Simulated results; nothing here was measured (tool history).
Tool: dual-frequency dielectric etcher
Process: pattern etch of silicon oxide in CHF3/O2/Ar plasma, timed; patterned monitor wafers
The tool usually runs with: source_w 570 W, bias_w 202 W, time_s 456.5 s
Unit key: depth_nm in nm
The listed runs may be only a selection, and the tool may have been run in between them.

run	hour	source_w	bias_w	time_s	wafers since the last listed run	hours since the last wet clean	hours since the last source power generator calibration	hours since the last bias power generator calibration	hours since the last upper electrode change	hours since the gauge calibration	read-back reference wafer on the same gauge, depth_nm	depth_nm
1	0	570	221	456.5	0	378.7	4003.5	11.4	3369.2	1360.5	1058.3	949.2
2	63.9	570	221	456.5	146	442.6	4067.4	75.3	3433.1	1424.4	1058	946.6
3	104.2	570	221	456.5	92	482.9	4107.7	115.6	3473.4	1464.7	1057	948.3
# hour 155.2: wet clean of the chamber
4	157.2	570	202	456.5	66	2	4160.7	168.6	3526.4	1517.7	1057	913.4
# hour 232.6: upper electrode replaced
5	249.1	660	202	456.5	155	93.9	4252.6	260.5	16.5	1609.6	1055.5	957.9
6	340.6	570	202	456.5	209	185.4	4344.1	352	108	1701.1	1052.6	903.8
7	380.1	570	202	456.5	90	224.9	4383.6	391.5	147.5	1740.6	1054.3	919.2
# hour 447: source power generator calibrated
8	483	570	202	456.5	226	327.8	36	494.4	250.4	1843.5	1052.1	907.8
9	549.6	670	202	456.5	152	394.4	102.6	561	317	1910.1	1052	964.9
10	594.8	610	246	391.5	103	439.6	147.8	606.2	362.2	1955.3	1049.9	863.4
11	649.3	710	231	456.5	124	494.1	202.3	660.7	416.7	2009.8	1049.2	1038
12	721.4	530	202	422	164	566.2	274.4	732.8	488.8	2081.9	1047.9	820
# hour 776.3: wet clean of the chamber
13	967.4	570	202	456.5	507	191.1	520.4	978.8	734.8	2327.9	1044.3	902.3
14	1006.7	460	232	456.5	89	230.4	559.7	1018.1	774.1	2367.2	1042.9	881.2
# hour 1024.6: gauge calibrated
15	1042.8	570	202	456.5	82	266.5	595.8	1054.2	810.2	18.2	1069.2	927.9
16	1121.9	530	159	330	180	345.6	674.9	1133.3	889.3	97.3	1068.9	590
17	1202.5	570	202	456.5	184	426.2	755.5	1213.9	969.9	177.9	1070	928.2
18	1307.4	570	243	456.5	239	531.1	860.4	1318.8	1074.8	282.8	1069.8	991.7
19	1388.6	570	248	539.5	185	612.3	941.6	1400	1156	364	1070.6	1184.6
# hour 1443.4: wet clean of the chamber
20	1443.9	570	202	550	71	0.5	996.9	1455.3	1211.3	419.3	1069.2	1117.5
# hour 1456.9: bias power generator calibrated
21	1511.2	610	170	456.5	144	67.8	1064.2	54.3	1278.6	486.6	1068.7	890.1
22	1557	570	172	456.5	104	113.6	1110	100.1	1324.4	532.4	1068.1	868
23	1664.6	710	153	563	246	221.2	1217.6	207.7	1432	640	1067.7	1105.2
24	1724.4	570	175	456.5	136	281	1277.4	267.5	1491.8	699.8	1067.1	875.7
25	1914.4	440	202	456.5	434	471	1467.4	457.5	1681.8	889.8	1065.9	843.9
26	1971.2	570	179	456.5	129	527.8	1524.2	514.3	1738.6	946.6	1064.5	881.1
# hour 2026.9: wet clean of the chamber
27	2040.9	570	202	456.5	104	14	1593.9	584	1808.3	1016.3	1065.2	920
28	2090.7	570	202	456.5	113	63.8	1643.7	633.8	1858.1	1066.1	1064.6	920.9

Alternative continuations, all from the tool just after run 28; predict every row:
A	2091.2	570	202	456.5	1	64.3	1644.2	634.3	1858.6	1066.6	?	?
B	2091.2	650	202	456.5	1	64.3	1644.2	634.3	1858.6	1066.6	?	?
C	2091.2	440	202	417.5	1	64.3	1644.2	634.3	1858.6	1066.6	?	?
D	2091.2	570	220	371.5	1	64.3	1644.2	634.3	1858.6	1066.6	?	?
E	2091.2	480	178	551	1	64.3	1644.2	634.3	1858.6	1066.6	?	?

run	read-back reference wafer on the same gauge, depth_nm	depth_nm
A	1065	917.3
B	1065	961.1
C	1065	766.4
D	1065	772.2
E	1065	991.1
The same runs, with their run-to-run variation unchanged, on a tool lacking any hidden condition would have given:
run	depth_nm
A	918.4
B	962.2
C	767.4
D	773.2
E	992.3

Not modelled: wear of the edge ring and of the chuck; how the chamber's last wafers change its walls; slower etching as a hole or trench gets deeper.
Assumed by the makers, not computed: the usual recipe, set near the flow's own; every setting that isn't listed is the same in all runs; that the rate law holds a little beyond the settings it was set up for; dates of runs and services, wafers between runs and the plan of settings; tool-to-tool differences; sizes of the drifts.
